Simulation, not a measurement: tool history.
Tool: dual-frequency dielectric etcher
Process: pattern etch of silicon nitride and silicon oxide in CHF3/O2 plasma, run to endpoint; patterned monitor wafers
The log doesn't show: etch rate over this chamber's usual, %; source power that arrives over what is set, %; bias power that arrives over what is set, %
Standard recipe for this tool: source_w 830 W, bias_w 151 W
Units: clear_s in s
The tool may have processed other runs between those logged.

run	hour	source_w	bias_w	wafers since the last listed run	hours since the last wet clean	hours since the last source power generator calibration	hours since the last bias power generator calibration	hours since the last upper electrode change	incoming incoming film thickness, nm	clear_s
1	0.0	830	151	0	290.2	2791.9	1476.8	5033.7	241.3	160.0
2	17.5	830	178	108	307.7	2809.4	1494.3	5051.2	241.3	154.5
3	29.3	830	178	72	319.5	2821.2	1506.1	5063.0	240.7	154.2
4	44.7	830	178	95	334.9	2836.6	1521.5	5078.4	240.8	152.6
5	57.8	830	151	80	348.0	2849.7	1534.6	5091.5	241.2	163.1
6	71.3	830	151	83	361.5	2863.2	1548.1	5105.0	238.5	160.3
7	86.0	830	151	90	376.2	2877.9	1562.8	5119.7	239.2	159.8
8	101.8	880	151	97	392.0	2893.7	1578.6	5135.5	240.9	159.0
9	154.4	880	151	325	444.6	2946.3	1631.2	5188.1	239.5	159.2
10	164.9	910	121	64	455.1	2956.8	1641.7	5198.6	243.6	168.6
11	182.6	910	121	109	472.8	2974.5	1659.4	5216.3	244.0	168.5
12	216.8	830	134	211	507.0	3008.7	1693.6	5250.5	238.6	167.9
13	223.0	830	134	38	513.2	3014.9	1699.8	5256.7	240.5	169.1
# hour 228.4: bias power generator calibrated
# hour 231.8: source power generator calibrated
# hour 263.4: wet clean of the chamber
14	263.9	720	151	58	0.5	32.1	35.5	5297.6	241.7	162.2
15	269.1	720	151	32	5.7	37.3	40.7	5302.8	239.7	161.7
# hour 304.6: upper electrode replaced, of another model than before
16	305.1	720	151	74	41.7	73.3	76.7	0.5	242.2	161.7
17	305.5	830	143	2	42.1	73.7	77.1	0.9	239.4	158.8
18	313.5	830	143	49	50.1	81.7	85.1	8.9	238.3	159.2
19	321.0	770	183	46	57.6	89.2	92.6	16.4	241.5	146.0
20	330.8	830	151	60	67.4	99.0	102.4	26.2	240.2	153.5
21	342.2	830	188	70	78.8	110.4	113.8	37.6	238.1	141.8
22	357.8	690	151	96	94.4	126.0	129.4	53.2	240.7	163.1
23	365.9	830	151	50	102.5	134.1	137.5	61.3	243.3	158.1
24	373.3	830	151	45	109.9	141.5	144.9	68.7	242.5	158.2
25	388.0	830	151	90	124.6	156.2	159.6	83.4	241.5	158.6
26	405.3	680	161	106	141.9	173.5	176.9	100.7	240.2	157.4
27	422.7	750	180	107	159.3	190.9	194.3	118.1	241.3	150.2
28	431.7	830	124	55	168.3	199.9	203.3	127.1	241.7	172.0
29	447.6	1010	170	98	184.2	215.8	219.2	143.0	239.7	146.9
30	454.8	900	122	44	191.4	223.0	226.4	150.2	243.2	172.2
31	462.7	830	164	48	199.3	230.9	234.3	158.1	242.9	155.4
32	487.0	830	151	150	223.6	255.2	258.6	182.4	238.1	159.6
33	497.7	640	124	66	234.3	265.9	269.3	193.1	241.4	181.3
34	511.8	950	133	87	248.4	280.0	283.4	207.2	240.6	166.1
35	528.8	830	138	105	265.4	297.0	300.4	224.2	240.0	164.7
36	535.1	750	141	38	271.7	303.3	306.7	230.5	242.0	169.0

3 ways to go on from here, each from the tool as it stands after run 36. What would each give?
A	535.6	710	151	3	272.2	303.8	307.2	231.0	240.0	?
B	535.6	920	113	3	272.2	303.8	307.2	231.0	240.0	?
C	535.6	830	118	3	272.2	303.8	307.2	231.0	240.0	?

run	clear_s
A	165.2
B	177.5
C	177.8
Without the tool's unlogged condition, the same runs would have read:
run	clear_s
A	159.5
B	171.3
C	171.6

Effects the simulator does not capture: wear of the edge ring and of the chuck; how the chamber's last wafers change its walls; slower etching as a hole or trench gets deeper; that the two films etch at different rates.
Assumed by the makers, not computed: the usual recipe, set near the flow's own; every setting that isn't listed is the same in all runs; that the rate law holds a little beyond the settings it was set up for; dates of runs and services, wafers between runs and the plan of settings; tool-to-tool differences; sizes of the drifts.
